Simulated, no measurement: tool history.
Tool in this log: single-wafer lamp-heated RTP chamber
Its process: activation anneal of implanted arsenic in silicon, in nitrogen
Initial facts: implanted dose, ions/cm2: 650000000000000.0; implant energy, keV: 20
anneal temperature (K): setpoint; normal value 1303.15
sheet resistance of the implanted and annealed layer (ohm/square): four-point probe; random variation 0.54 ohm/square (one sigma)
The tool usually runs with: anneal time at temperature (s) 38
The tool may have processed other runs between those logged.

run    hour  anneal temperature (K)  anneal time at temperature (s)  wafers since the last listed run  wafers since the last pyrometer calibration  wafers since the reflector plate was cleaned  hours since the gauge calibration  read-back reference wafer on the same gauge, sheet resistance  sheet resistance of the implanted and annealed layer (ohm/square)
  1     0.0                 1303.15                              38                                 0                                         1187                                          2989                              872.3                                                         153.99                                                             178.69
  2    31.4                 1303.15                              38                               514                                         1701                                          3503                              903.7                                                         154.10                                                             179.15
  3    56.3                 1325.15                              38                               407                                         2108                                          3911                              928.6                                                         154.12                                                             172.50
  4    74.1                 1303.15                              38                               291                                         2400                                          4202                              946.4                                                         154.00                                                             178.49
  5   104.9                 1303.15                              38                               504                                         2904                                          4706                              977.2                                                         154.05                                                             177.59
  6   117.1                 1303.15                              38                               199                                         3104                                          4906                              989.4                                                         153.91                                                             177.41
      147.5  -- pyrometer window cleaned and pyrometer calibrated
  7   148.0                 1303.15                              38                               374                                            7                                          5281                             1020.3                                                         153.94                                                             176.21
  8   158.6                 1316.15                              38                               173                                          181                                          5455                             1030.9                                                         154.00                                                             173.50
  9   188.2                 1280.15                              38                               484                                          665                                          5939                             1060.5                                                         154.00                                                             181.28
 10   206.9                 1280.15                              38                               306                                          971                                          6245                             1079.2                                                         154.03                                                             181.46
 11   228.4                 1295.15                              53                               351                                         1323                                          6597                             1100.7                                                         153.99                                                             173.98
 12   245.3                 1295.15                              53                               276                                         1600                                          6874                             1117.6                                                         153.96                                                             174.95
      270.2  -- reflector plate cleaned
      275.5  -- pyrometer window cleaned and pyrometer calibrated, repeated, since the last time left the tool worse
 13   276.0                 1303.15                              38                               285                                            8                                             8                             1148.3                                                         153.95                                                             178.79
 14   284.0                 1303.15                              38                               130                                          139                                           139                             1156.3                                                         153.99                                                             178.25
 15   308.3                 1303.15                              38                               397                                          537                                           537                             1180.6                                                         154.01                                                             178.56
 16   321.8                 1303.15                              38                               221                                          758                                           758                             1194.1                                                         154.01                                                             179.07
 17   355.8                 1303.15                              38                               556                                         1314                                          1314                             1228.1                                                         154.04                                                             178.54
      384.0  -- gauge calibrated
 18   388.9                 1303.15                              38                               541                                         1856                                          1856                                4.9                                                         154.01                                                             179.98
 19   417.4                 1303.15                              38                               466                                         2323                                          2323                               33.4                                                         154.03                                                             178.94
 20   445.3                 1327.15                              54                               456                                         2780                                          2780                               61.3                                                         153.95                                                             168.61
 21   474.4                 1288.15                              38                               476                                         3256                                          3256                               90.4                                                         153.99                                                             181.13
      495.4  -- pyrometer window cleaned and pyrometer calibrated
 22   547.7                 1289.15                              55                              1069                                          856                                          4325                              163.7                                                         154.00                                                             178.80
 23   581.3                 1278.15                              45                               550                                         1406                                          4875                              197.3                                                         154.03                                                             181.83
 24   607.4                 1289.15                              18                               427                                         1834                                          5302                              223.4                                                         154.07                                                             189.58
 25   637.9                 1303.15                              38                               499                                         2333                                          5802                              253.9                                                         154.02                                                             178.03
 26   657.7                 1311.15                              38                               324                                         2657                                          6126                              273.7                                                         154.03                                                             176.64
      686.4  -- pyrometer window cleaned and pyrometer calibrated
 27   693.0                 1303.15                              38                               446                                          108                                          6573                              309.0                                                         154.03                                                             179.68
 28   709.8                 1303.15                              38                               275                                          383                                          6848                              325.8                                                         153.98                                                             178.57
      726.7  -- reflector plate cleaned
 29   801.3                 1303.15                              38                              1367                                         1750                                          1221                              417.3                                                         154.01                                                             178.59
      871.1  -- pyrometer window cleaned and pyrometer calibrated
 30   875.2                 1290.15                              50                              1078                                           67                                          2300                              491.2                                                         153.93                                                             178.86
 31   888.5                 1303.15                              38                               217                                          285                                          2518                              504.5                                                         154.05                                                             179.04
 32   913.1                 1284.15                              20                               402                                          688                                          2921                              529.1                                                         154.01                                                             188.51
 33   936.4                 1294.15                              18                               381                                         1069                                          3302                              552.4                                                         154.03                                                             187.97
 34   950.7                 1278.15                              49                               234                                         1303                                          3536                              566.7                                                         154.00                                                             181.49
 35   964.5                 1303.15                              38                               225                                         1529                                          3762                              580.5                                                         153.99                                                             179.23
 36   995.1                 1278.15                              58                               500                                         2030                                          4263                              611.1                                                         153.93                                                             181.40
 37  1018.7                 1286.15                              54                               386                                         2416                                          4649                              634.7                                                         154.13                                                             179.15

3 ways to go on from here, each from the tool as it stands after run 37. What would each give?
  A  1019.1                 1303.15                              55                                 6                                         2423                                          4656                              635.1                                                              ?                                                                  ?
  B  1019.1                 1287.15                              18                                 6                                         2423                                          4656                              635.1                                                              ?                                                                  ?
  C  1019.1                 1287.15                              48                                 6                                         2423                                          4656                              635.1                                                              ?                                                                  ?

run  read-back reference wafer on the same gauge, sheet resistance  sheet resistance of the implanted and annealed layer (ohm/square)
  A                                                         154.00                                                             175.57
  B                                                         154.00                                                             189.58
  C                                                         154.00                                                             180.62
Stripped of hidden state, with their random variation kept, the same runs would have yielded:
run  sheet resistance of the implanted and annealed layer (ohm/square)
  A                                                             176.31
  B                                                             190.21
  C                                                             181.34

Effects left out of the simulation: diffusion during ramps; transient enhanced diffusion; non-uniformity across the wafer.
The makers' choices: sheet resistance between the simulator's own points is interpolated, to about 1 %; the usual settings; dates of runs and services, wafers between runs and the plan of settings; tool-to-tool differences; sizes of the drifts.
